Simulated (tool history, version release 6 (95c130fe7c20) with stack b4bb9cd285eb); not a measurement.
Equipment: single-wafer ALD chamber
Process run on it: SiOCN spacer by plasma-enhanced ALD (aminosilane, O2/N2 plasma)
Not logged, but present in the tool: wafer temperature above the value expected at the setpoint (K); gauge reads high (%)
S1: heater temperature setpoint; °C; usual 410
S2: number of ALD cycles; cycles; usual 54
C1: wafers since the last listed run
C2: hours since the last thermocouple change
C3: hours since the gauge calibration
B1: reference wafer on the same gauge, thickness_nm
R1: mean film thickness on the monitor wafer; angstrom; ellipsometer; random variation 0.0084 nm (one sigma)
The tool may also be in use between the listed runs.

run,hour,S1,S2,C1,C2,C3,B1,R1
1,0.0,410,54,0,1004.8,648.0,3.400,30.84
2,48.9,410,54,166,1053.7,696.9,3.401,30.78
3,106.2,410,54,195,1111.0,754.2,3.401,30.74
4,201.3,400,54,324,1206.1,849.3,3.401,31.80
5,234.6,400,54,113,1239.4,882.6,3.398,31.66
6,284.9,400,54,171,1289.7,932.9,3.400,31.47
7,345.4,410,54,206,1350.2,993.4,3.398,30.81
8,467.9,410,54,418,1472.7,1115.9,3.399,30.81
9,493.3,406,54,86,1498.1,1141.3,3.398,31.11
10,530.4,406,54,126,1535.2,1178.4,3.400,30.95
11,578.3,406,54,163,1583.1,1226.3,3.400,31.10
12,622.5,422,48,150,1627.3,1270.5,3.401,26.40
13,783.4,422,58,549,1788.2,1431.4,3.400,32.04
14,836.7,410,54,181,1841.5,1484.7,3.399,30.72
15,873.5,410,54,125,1878.3,1521.5,3.398,30.80
# hour 911.5: thermocouple changed; heater temperature recalibrated
16,912.0,422,48,104,0.5,1560.0,3.402,26.51
# hour 917.7: gauge calibrated
17,974.3,415,46,212,62.8,56.6,3.399,25.95
18,1035.2,399,62,207,123.7,117.5,3.399,36.45
19,1098.3,410,54,215,186.8,180.6,3.401,30.84
20,1155.8,421,64,196,244.3,238.1,3.397,35.29
21,1203.1,418,51,161,291.6,285.4,3.401,28.58
22,1259.7,400,63,193,348.2,342.0,3.400,36.74

What was the tool's hidden state at every run in the log?
wafer temperature above the value expected at the setpoint (K): 0 across all the runs
gauge reads high (%): 0 across all the runs
